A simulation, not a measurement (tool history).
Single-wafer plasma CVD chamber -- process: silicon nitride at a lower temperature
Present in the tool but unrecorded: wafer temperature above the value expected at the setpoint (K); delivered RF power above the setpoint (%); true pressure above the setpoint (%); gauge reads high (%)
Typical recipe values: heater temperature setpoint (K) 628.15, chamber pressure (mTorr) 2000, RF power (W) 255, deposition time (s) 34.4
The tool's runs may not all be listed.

run     day  heater temperature setpoint (K)  chamber pressure (mTorr)  RF power (W)  deposition time (s)  wafers since the last listed run  hours since the last thermocouple change  hours since the last RF generator calibration  hours since the last manometer calibration  hours since the showerhead was replaced  hours since the gauge calibration  read-back reference wafer on the same gauge, thickness_nm  mean film thickness on the monitor wafer (Å)
  1       0                           628.15                      2000           255                 36.9                                 0                                     652.8                                          395.1                                       244.7                                   4519.7                              639.4                                                     38.518                                        380.46
  2   1.729                           628.15                      2000           255                 36.9                               693                                     694.3                                          436.6                                       286.2                                   4561.2                              680.9                                                     38.516                                        380.98
  3   4.438                           628.15                      2000           255                 36.9                              1085                                     759.3                                          501.6                                       351.2                                   4626.2                              745.9                                                     38.504                                        379.79
  4   6.904                           628.15                      2000           255                 29.7                               988                                     818.5                                          560.8                                       410.4                                   4685.4                              805.1                                                     38.497                                        306.75
  5  10.133                           628.15                      2000           255                 29.7                              1294                                       896                                          638.3                                       487.9                                   4762.9                              882.6                                                     38.498                                        307.26
  6  11.696                           628.15                      2000           255                 34.4                               626                                     933.5                                          675.8                                       525.4                                   4800.4                              920.1                                                     38.498                                        356.66
  7  14.717                           635.15                      2000           300                 37.2                              1210                                      1006                                          748.3                                       597.9                                   4872.9                              992.6                                                     38.471                                        432.25
  8  19.104                           628.15                      2330           255                 36.6                              1758                                    1111.3                                          853.6                                       703.2                                   4978.2                             1097.9                                                     38.499                                        387.11
     21.967  -- thermocouple changed; heater temperature recalibrated
  9  21.988                           614.15                      1810           255                 34.4                              1022                                       0.5                                          922.8                                       772.4                                   5047.4                             1167.1                                                     38.498                                        350.83
 10  23.925                           628.15                      2000           205                 34.4                               776                                        47                                          969.3                                       818.9                                   5093.9                             1213.6                                                     38.491                                        296.16
     28.454  -- RF generator calibrated
 11  28.475                           628.15                      2440           255                 34.4                              1690                                     156.2                                            0.5                                       928.1                                   5203.1                             1322.8                                                     38.499                                        373.21
 12  30.608                           628.15                      2000           255                 34.4                               855                                     207.4                                           51.7                                       979.3                                   5254.3                               1374                                                     38.501                                        361.13
     33.708  -- showerhead replaced
 13  35.108                           628.15                      2000           255                 34.4                              1670                                     315.4                                          159.7                                      1087.3                                     33.6                               1482                                                     38.473                                        359.42
 14  37.196                           628.15                      2000           255                 37.9                               836                                     365.5                                          209.8                                      1137.4                                     83.7                             1532.1                                                     38.503                                        395.14
 15  39.208                           628.15                      2000           255                 34.4                               806                                     413.8                                          258.1                                      1185.7                                      132                             1580.4                                                     38.493                                        357.77
 16  41.133                           628.15                      2000           285                 34.4                               771                                       460                                          304.3                                      1231.9                                    178.2                             1626.6                                                     38.516                                        391.69
 17  42.688                           628.15                      1720           290                 28.6                               622                                     497.3                                          341.6                                      1269.2                                    215.5                             1663.9                                                     38.517                                        320.05
 18  45.046                           628.15                      2000           210                 39.7                               945                                     553.9                                          398.2                                      1325.8                                    272.1                             1720.5                                                     38.503                                        352.32
 19   46.55                           619.15                      2000           270                 28.3                               602                                       590                                          434.3                                      1361.9                                    308.2                             1756.6                                                     38.518                                        310.05
     49.075  -- gauge calibrated
 20    50.7                           628.15                      2000           255                 34.4                              1663                                     689.6                                          533.9                                      1461.5                                    407.8                                 39                                                     38.502                                        358.66
 21  54.046                           628.15                      2000           255                 34.4                              1341                                     769.9                                          614.2                                      1541.8                                    488.1                              119.3                                                     38.504                                        357.83
 22   55.65                           628.15                      2000           255                 34.4                               643                                     808.4                                          652.7                                      1580.3                                    526.6                              157.8                                                     38.517                                        357.86
 23    57.3                           624.15                      2280           235                 34.4                               661                                       848                                          692.3                                      1619.9                                    566.2                              197.4                                                     38.508                                        343.47
 24  61.492                           638.15                      2000           255                 34.4                              1680                                     948.6                                          792.9                                      1720.5                                    666.8                                298                                                     38.479                                        354.44
 25  65.392                           636.15                      2200           280                 38.6                              1563                                    1042.2                                          886.5                                      1814.1                                    760.4                              391.6                                                     38.508                                        437.68
 26  67.904                           628.15                      1780           255                 27.6                              1007                                    1102.5                                          946.8                                      1874.4                                    820.7                              451.9                                                     38.501                                        282.14
 27  71.442                           628.15                      2000           255                 27.8                              1418                                    1187.4                                         1031.7                                      1959.3                                    905.6                              536.8                                                       38.5                                        289.06
 28  75.254                           614.15                      1840           270                 29.6                              1528                                    1278.9                                         1123.2                                      2050.8                                    997.1                              628.3                                                     38.486                                        319.77

5 options for the next run, each taken on its own from the tool as it stands now. Forecast them:
  A  75.271                           628.15                      2000           255                 34.4                                 6                                    1279.3                                         1123.6                                      2051.2                                    997.5                              628.7                                                          ?                                             ?
  B  75.271                           628.15                      2200           270                 34.4                                 6                                    1279.3                                         1123.6                                      2051.2                                    997.5                              628.7                                                          ?                                             ?
  C  75.271                           628.15                      2000           255                 40.6                                 6                                    1279.3                                         1123.6                                      2051.2                                    997.5                              628.7                                                          ?                                             ?
  D  75.271                           616.15                      1870           285                 37.5                                 6                                    1279.3                                         1123.6                                      2051.2                                    997.5                              628.7                                                          ?                                             ?
  E  75.271                           628.15                      2000           255                 37.8                                 6                                    1279.3                                         1123.6                                      2051.2                                    997.5                              628.7                                                          ?                                             ?

run  read-back reference wafer on the same gauge, thickness_nm  mean film thickness on the monitor wafer (Å)
  A                                                     38.517                                        357.05
  B                                                     38.517                                        379.38
  C                                                     38.517                                        421.26
  D                                                     38.517                                        422.23
  E                                                     38.517                                        392.27
Take away the tool's hidden state, keep each run's random variation, and the runs would have read:
run  mean film thickness on the monitor wafer (Å)
  A                                        358.44
  B                                        380.85
  C                                        422.89
  D                                        423.54
  E                                        393.79
